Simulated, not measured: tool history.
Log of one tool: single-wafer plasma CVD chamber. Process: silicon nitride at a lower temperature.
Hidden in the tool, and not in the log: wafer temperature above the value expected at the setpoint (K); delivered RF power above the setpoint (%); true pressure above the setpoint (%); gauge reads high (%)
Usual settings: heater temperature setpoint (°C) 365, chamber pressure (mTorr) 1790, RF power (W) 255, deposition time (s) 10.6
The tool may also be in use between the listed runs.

run,hour,heater temperature setpoint (°C),chamber pressure (mTorr),RF power (W),deposition time (s),wafers since the last listed run,hours since the last thermocouple change,hours since the last RF generator calibration,hours since the last manometer calibration,hours since the showerhead was replaced,hours since the gauge calibration,"read-back reference wafer on the same gauge, thickness_nm",mean film thickness on the monitor wafer (angstrom)
1,0,365,1790,255,10.6,0,961.5,2039.3,1634.1,2827.5,478.3,11.481,109.88
2,37.7,365,1790,255,10.6,895,999.2,2077,1671.8,2865.2,516,11.486,108.99
3,83.1,365,1790,290,10.6,1078,1044.6,2122.4,1717.2,2910.6,561.4,11.484,122.1
4,120.7,365,1790,255,10.6,893,1082.2,2160,1754.8,2948.2,599,11.47,109.03
5,183.2,365,2020,280,10.6,1484,1144.7,2222.5,1817.3,3010.7,661.5,11.47,122.06
6,249.7,365,2020,280,10.6,1579,1211.2,2289,1883.8,3077.2,728,11.467,122.9
# hour 313: gauge calibrated
7,320.4,365,2020,280,10.6,1679,1281.9,2359.7,1954.5,3147.9,7.4,11.691,126.24
# hour 329.1: capacitance manometer re-zeroed and calibrated
8,375.4,365,1790,255,10.6,1116,1336.9,2414.7,46.3,3202.9,62.4,11.645,110.7

Forecast run 9:
9,408.6,365,1790,255,10.6,788,1370.1,2447.9,79.5,3236.1,95.6,?,?

{"run 9": {"read-back reference wafer on the same gauge, thickness_nm": 11.627, "mean film thickness on the monitor wafer (angstrom)": 111.06}}
Without the tool's hidden state the same run would have given mean film thickness on the monitor wafer (angstrom) 111.83.

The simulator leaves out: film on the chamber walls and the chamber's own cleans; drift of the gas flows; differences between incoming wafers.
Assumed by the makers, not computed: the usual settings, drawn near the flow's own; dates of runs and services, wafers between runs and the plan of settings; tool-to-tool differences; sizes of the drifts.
